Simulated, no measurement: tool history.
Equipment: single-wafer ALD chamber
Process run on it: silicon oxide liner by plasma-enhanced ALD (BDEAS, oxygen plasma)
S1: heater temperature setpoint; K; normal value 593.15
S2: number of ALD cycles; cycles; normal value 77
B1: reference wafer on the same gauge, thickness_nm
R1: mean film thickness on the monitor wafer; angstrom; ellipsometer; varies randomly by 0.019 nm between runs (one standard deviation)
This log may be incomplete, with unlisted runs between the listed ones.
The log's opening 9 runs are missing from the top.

run    hour      S1  S2     B1     R1
 10   382.8  599.15  77  8.285  73.42
 11   438.2  599.15  77  8.277  73.44
 12   493.5  593.15  77  8.269  74.14
 13   553.8  593.15  77  8.255  74.14
 14     607  593.15  77   8.25  73.98
 15   646.3  593.15  81  8.254  78.02
 16   716.3  593.15  77  8.246  73.78
 17   765.4  593.15  77  8.243  73.67
 18   810.6  593.15  77  8.237  74.02
 19   873.3  587.15  67  8.234  64.68
 20   899.1  593.15  88  8.231  83.93
 21   924.7  599.15  77  8.229  73.28
 22   972.9  584.15  87  8.229  84.58
     1012.8  -- thermocouple changed; heater temperature recalibrated
 23  1074.3  586.15  84   8.23  81.52
 24  1131.6  593.15  92  8.225  88.01
 25  1181.7  602.15  70   8.22  65.91
 26    1221  593.15  77  8.224  73.55
 27  1266.4  607.15  67  8.219  62.73
 28  1314.5  593.15  77  8.217  73.57
     1362.4  -- gauge calibrated
 29  1374.1  582.15  89  8.421  89.02
 30  1404.2  585.15  77  8.407  76.37
 31  1436.1  607.15  67  8.392  63.91
 32  1493.9  579.15  72  8.363  71.58
 33  1707.5  593.15  63  8.289  60.55
 34  1746.9  581.15  87  8.276  85.48

Here are 4 independent what-if runs from the current tool condition. What would each one return?
  A  1747.4  593.15  77   ?   ?
  B  1747.4  604.15  90   ?   ?
  C  1747.4  585.15  86   ?   ?
  D  1747.4  604.15  64   ?   ?

run     B1     R1
  A  8.284  74.37
  B  8.284  85.42
  C  8.284   84.1
  D  8.284  60.75
With no hidden state in the tool, these same runs would have given:
run     R1
  A  75.88
  B  87.17
  C  85.82
  D  61.99

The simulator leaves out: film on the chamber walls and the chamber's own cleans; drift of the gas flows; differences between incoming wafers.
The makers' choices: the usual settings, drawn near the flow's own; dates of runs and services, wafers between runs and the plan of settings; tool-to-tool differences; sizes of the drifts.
